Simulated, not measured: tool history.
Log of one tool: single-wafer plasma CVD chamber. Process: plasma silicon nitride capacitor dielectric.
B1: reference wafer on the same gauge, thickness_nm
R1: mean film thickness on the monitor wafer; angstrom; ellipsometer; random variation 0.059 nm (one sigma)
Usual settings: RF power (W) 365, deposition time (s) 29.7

Run 1, hour 0: usual settings; B1 46.39. Result: R1 386.48 angstrom.
Run 2, hour 67.5: usual settings; B1 46.396. Result: R1 386.71 angstrom.
Run 3, hour 103.4: usual settings; B1 46.393. Result: R1 386.24 angstrom.
Run 4, hour 198.2: usual settings; B1 46.397. Result: R1 385.9 angstrom.
Run 5, hour 245.2: usual settings; B1 46.38. Result: R1 385.11 angstrom.
At hour 295.3: RF generator calibrated.
Run 6, hour 312.7: usual settings; B1 46.379. Result: R1 392.67 angstrom.
At hour 356.2: showerhead replaced.
Run 7, hour 362.8: usual settings; B1 46.392. Result: R1 392.44 angstrom.
Run 8, hour 410: usual settings but RF power (W) 405, deposition time (s) 31.8; B1 46.396. Result: R1 432.12 angstrom.
Run 9, hour 449.9: usual settings but RF power (W) 310, deposition time (s) 23.9; B1 46.411. Result: R1 302.44 angstrom.
At hour 452.7: gauge calibrated.
Run 10, hour 487.2: usual settings; B1 46.397. Result: R1 392.63 angstrom.
Run 11, hour 523.5: usual settings but RF power (W) 405; B1 46.395. Result: R1 404.37 angstrom.
Run 12, hour 584.5: usual settings but RF power (W) 420, deposition time (s) 35; B1 46.399. Result: R1 480.47 angstrom.
Run 13, hour 644.1: usual settings but deposition time (s) 24.1; B1 46.394. Result: R1 318.42 angstrom.
Run 14, hour 678.4: usual settings but RF power (W) 405; B1 46.409. Result: R1 404.64 angstrom.
Run 15, hour 719.1: usual settings but RF power (W) 305; B1 46.411. Result: R1 374.81 angstrom.

5 ways to go on from here, each from the tool as it stands after run 15. What would each give?
Run A, hour 719.5: usual settings; B1 ?. Result: R1 ?.
Run B, hour 719.5: usual settings but deposition time (s) 33.1; B1 ?. Result: R1 ?.
Run C, hour 719.5: usual settings but RF power (W) 410, deposition time (s) 31.8; B1 ?. Result: R1 ?.
Run D, hour 719.5: usual settings but RF power (W) 335, deposition time (s) 31.3; B1 ?. Result: R1 ?.
Run E, hour 719.5: usual settings but deposition time (s) 32.2; B1 ?. Result: R1 ?.

run    B1      R1
  A  46.4  392.84
  B  46.4  437.81
  C  46.4  434.19
  D  46.4   404.5
  E  46.4  425.91
Without the tool's hidden state the same runs would have given:
run      R1
  A  394.52
  B  439.68
  C  436.04
  D  406.23
  E  427.73
